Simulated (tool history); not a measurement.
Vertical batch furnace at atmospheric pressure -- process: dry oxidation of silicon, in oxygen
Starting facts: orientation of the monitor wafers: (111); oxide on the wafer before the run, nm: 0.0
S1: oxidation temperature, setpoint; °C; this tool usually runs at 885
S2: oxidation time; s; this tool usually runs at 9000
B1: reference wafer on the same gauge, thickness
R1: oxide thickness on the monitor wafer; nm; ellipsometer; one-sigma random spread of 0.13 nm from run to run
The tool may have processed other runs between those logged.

run,hour,S1,S2,B1,R1
1,0,885,9000,39.25,46.94
2,33.4,885,9000,39.3,46.8
3,57.6,885,9000,39.28,46.96
4,86.6,885,9000,39.28,46.82
5,115.7,885,9000,39.28,46.81
6,148.4,885,9000,39.29,46.76
7,167,885,9000,39.26,46.73
8,194.6,885,9000,39.28,46.78
9,215.6,885,9000,39.25,46.53
10,233.6,885,9000,39.29,46.9
11,260.4,885,9000,39.29,47.01
12,275.6,885,9000,39.26,46.74
# hour 283.7: gauge calibrated
13,301,885,9000,39.93,47.52
14,336.1,885,9000,39.85,47.83
# hour 370.8: thermocouples replaced and temperature profile calibrated
# hour 431.3: boat lift adjusted
15,436.6,885,9000,39.72,47.56
16,469,885,9000,39.73,47.56
17,493.9,869,9000,39.64,39.93
18,507.7,885,9000,39.64,47.09
19,524.8,903,10920,39.65,65.09
20,543.5,898,12180,39.64,66.7
21,572.5,899,9000,39.64,54.34
22,595.1,868,9000,39.59,39.44
23,625.8,885,9000,39.58,46.9
24,658.9,885,10830,39.56,53.62
25,677.8,885,9000,39.53,47.37
26,748.6,885,6210,39.49,36.47
27,761.2,900,12120,39.48,67.39
28,777.1,872,11970,39.44,50.03
29,795.7,902,6900,39.49,46.52
30,815.1,900,9000,39.47,55.22
31,845.7,900,6060,39.42,41.57
32,860,885,9000,39.43,47.03
33,887.9,885,9000,39.45,47.12
34,909.5,885,9000,39.4,47.03
35,944.4,864,6300,39.41,29.16
36,967.4,901,9000,39.37,55.33
37,995.5,906,12180,39.38,71.95
38,1008.3,885,6840,39.38,38.75
39,1032.2,872,5220,39.36,28.09

Below are 4 alternative next runs, each starting from the tool's condition after run 39. Predict each:
A,1039.3,885,9000,?,?
B,1039.3,873,4590,?,?
C,1039.3,863,10680,?,?
D,1039.3,879,9000,?,?

run,B1,R1
A,39.37,46.77
B,39.37,25.78
C,39.37,41.69
D,39.37,43.91
Take away the tool's hidden state, keep each run's random variation, and the runs would have read:
run,R1
A,47.4
B,26.13
C,42.25
D,44.5

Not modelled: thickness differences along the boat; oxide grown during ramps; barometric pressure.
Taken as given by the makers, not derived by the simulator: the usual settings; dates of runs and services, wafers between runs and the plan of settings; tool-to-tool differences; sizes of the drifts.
